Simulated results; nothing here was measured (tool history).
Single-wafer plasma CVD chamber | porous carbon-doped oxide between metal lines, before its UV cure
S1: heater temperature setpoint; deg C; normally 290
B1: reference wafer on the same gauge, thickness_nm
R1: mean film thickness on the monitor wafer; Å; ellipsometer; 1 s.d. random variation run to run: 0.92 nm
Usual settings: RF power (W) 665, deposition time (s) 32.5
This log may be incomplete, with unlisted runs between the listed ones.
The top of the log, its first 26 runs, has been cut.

run 27 hour=614.8 | S1=290 RF_power_(W)=750 deposition_time_(s)=35.8 | B1=246.206 | R1=2981.54
run 28 hour=703.2 | S1=295 RF_power_(W)=665 deposition_time_(s)=30.7 | B1=245.913 | R1=2224.35
run 29 hour=739 | S1=290 RF_power_(W)=665 deposition_time_(s)=32.5 | B1=245.897 | R1=2411.94
run 30 hour=759.4 | S1=290 RF_power_(W)=600 deposition_time_(s)=30.5 | B1=245.839 | R1=2056.5
run 31 hour=781.4 | S1=290 RF_power_(W)=665 deposition_time_(s)=32.5 | B1=246.112 | R1=2425.22
run 32 hour=816.7 | S1=290 RF_power_(W)=605 deposition_time_(s)=29.5 | B1=246.092 | R1=2003.82
run 33 hour=841.5 | S1=278 RF_power_(W)=665 deposition_time_(s)=26.4 | B1=245.936 | R1=2152.47
run 34 hour=868.9 | S1=290 RF_power_(W)=595 deposition_time_(s)=32.5 | B1=246.207 | R1=2154.9
run 35 hour=938.1 | S1=302 RF_power_(W)=780 deposition_time_(s)=34.9 | B1=246.149 | R1=2782.56

Predict each of these 3 candidate next runs independently; none follows another, all start after run 35:
run A hour=938.5 | S1=283 RF_power_(W)=665 deposition_time_(s)=32.5 | B1=? | R1=?
run B hour=938.5 | S1=279 RF_power_(W)=665 deposition_time_(s)=32.5 | B1=? | R1=?
run C hour=938.5 | S1=301 RF_power_(W)=665 deposition_time_(s)=36 | B1=? | R1=?

run=A B1=246.036 R1=2533.82
run=B B1=246.036 R1=2603.66
run=C B1=246.036 R1=2494.04
Without the tool's hidden state the same runs would have given:
run=A R1=2542.91
run=B R1=2612.01
run=C R1=2507.12

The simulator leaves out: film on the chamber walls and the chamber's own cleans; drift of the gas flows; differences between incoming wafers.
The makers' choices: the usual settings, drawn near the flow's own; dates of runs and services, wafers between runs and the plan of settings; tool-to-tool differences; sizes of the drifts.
